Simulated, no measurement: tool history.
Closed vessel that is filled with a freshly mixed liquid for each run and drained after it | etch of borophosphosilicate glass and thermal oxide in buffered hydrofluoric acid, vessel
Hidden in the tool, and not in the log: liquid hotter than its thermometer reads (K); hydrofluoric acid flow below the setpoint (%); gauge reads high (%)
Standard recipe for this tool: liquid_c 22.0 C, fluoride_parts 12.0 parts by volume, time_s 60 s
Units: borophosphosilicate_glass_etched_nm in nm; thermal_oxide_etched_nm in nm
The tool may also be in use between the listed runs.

run	hour	liquid_c	fluoride_parts	time_s	wafers since the last listed run	hours since the thermometer was replaced	hours since the hydrofluoric acid flow meter was replaced	hours since the gauge calibration	read-back film thickness of the borophosphosilicate glass reference wafer, read on the same gauge (nm)	read-back film thickness of the thermal oxide reference wafer, read on the same gauge (nm)	borophosphosilicate_glass_etched_nm	thermal_oxide_etched_nm
1	0.0	23.5	12.0	45	0	270.4	153.3	1043.9	79.98	80.00	62.61	39.41
2	70.2	22.0	12.0	35	5460	340.6	223.5	1114.1	80.01	80.01	44.75	28.49
3	125.6	22.0	12.0	35	4309	396.0	278.9	1169.5	80.03	80.00	45.48	28.70
4	214.8	22.0	8.0	60	6938	485.2	368.1	1258.7	79.99	80.00	114.44	71.58
# hour 269.2: thermometer replaced
5	315.1	22.0	8.0	60	7723	45.9	468.4	1359.0	80.02	79.98	106.68	66.77
6	360.1	22.0	8.5	60	3500	90.9	513.4	1404.0	80.00	79.99	101.15	63.67
7	427.0	22.0	8.5	60	5203	157.8	580.3	1470.9	79.96	80.01	101.33	63.74
8	531.1	22.0	15.0	60	8096	261.9	684.4	1575.0	80.00	80.00	60.00	38.16
9	570.4	22.0	15.0	60	3056	301.2	723.7	1614.3	80.00	80.01	60.11	38.42
10	652.6	22.0	12.0	60	6393	383.4	805.9	1696.5	80.03	80.00	76.72	47.88
11	715.6	19.0	12.0	60	4900	446.4	868.9	1759.5	80.01	80.02	64.53	40.89
# hour 898.0: hydrofluoric acid flow meter replaced
# hour 911.5: thermometer replaced
12	978.6	23.5	12.0	35	20300	67.1	80.6	2022.5	80.00	80.02	47.79	29.99
13	1019.5	25.0	10.0	40	3181	108.0	121.5	2063.4	80.02	80.00	70.49	44.36
14	1058.5	26.5	14.0	70	3033	147.0	160.5	2102.4	79.99	80.01	97.91	60.45
15	1138.5	22.0	12.0	60	6222	227.0	240.5	2182.4	80.02	80.00	76.03	48.07
# hour 1182.6: gauge calibrated
16	1192.5	22.0	8.0	60	4200	281.0	294.5	9.9	80.04	79.98	110.45	70.08
17	1280.0	18.5	7.5	45	6805	368.5	382.0	97.4	80.01	80.01	74.06	46.63
18	1330.2	22.0	12.0	85	3904	418.7	432.2	147.6	80.02	80.01	109.50	69.06
19	1375.3	26.5	12.0	80	3507	463.8	477.3	192.7	80.00	79.98	131.77	83.05
# hour 1418.1: thermometer replaced
20	1449.9	18.5	15.0	70	5724	31.8	551.9	267.3	80.01	79.98	56.98	35.65
21	1522.4	22.0	12.0	35	5639	104.3	624.4	339.8	79.99	80.00	43.22	26.97
22	1612.6	26.5	14.5	50	7015	194.5	714.6	430.0	80.02	80.03	65.80	41.30
23	1685.1	22.0	12.0	60	5639	267.0	787.1	502.5	80.00	79.98	74.71	47.40
24	1727.3	24.0	14.5	95	3282	309.2	829.3	544.7	80.00	80.00	109.98	69.32

5 options for the next run, each taken on its own from the tool as it stands now. Forecast them:
A	1728.0	22.0	14.0	60	54	309.9	830.0	545.4	?	?	?	?
B	1728.0	20.0	13.5	75	54	309.9	830.0	545.4	?	?	?	?
C	1728.0	24.0	17.0	60	54	309.9	830.0	545.4	?	?	?	?
D	1728.0	18.5	13.5	75	54	309.9	830.0	545.4	?	?	?	?
E	1728.0	26.0	14.5	80	54	309.9	830.0	545.4	?	?	?	?

run	read-back film thickness of the borophosphosilicate glass reference wafer, read on the same gauge (nm)	read-back film thickness of the thermal oxide reference wafer, read on the same gauge (nm)	borophosphosilicate_glass_etched_nm	thermal_oxide_etched_nm
A	80.00	80.01	64.63	40.67
B	80.00	80.01	75.05	47.16
C	80.00	80.01	59.46	37.49
D	80.00	80.01	69.06	43.36
E	80.00	80.01	103.24	65.12
With the hidden condition removed and each run's random variation left untouched, the same runs would have given:
run	borophosphosilicate_glass_etched_nm	thermal_oxide_etched_nm
A	64.80	40.75
B	75.21	47.23
C	59.64	37.59
D	69.19	43.40
E	103.61	65.32

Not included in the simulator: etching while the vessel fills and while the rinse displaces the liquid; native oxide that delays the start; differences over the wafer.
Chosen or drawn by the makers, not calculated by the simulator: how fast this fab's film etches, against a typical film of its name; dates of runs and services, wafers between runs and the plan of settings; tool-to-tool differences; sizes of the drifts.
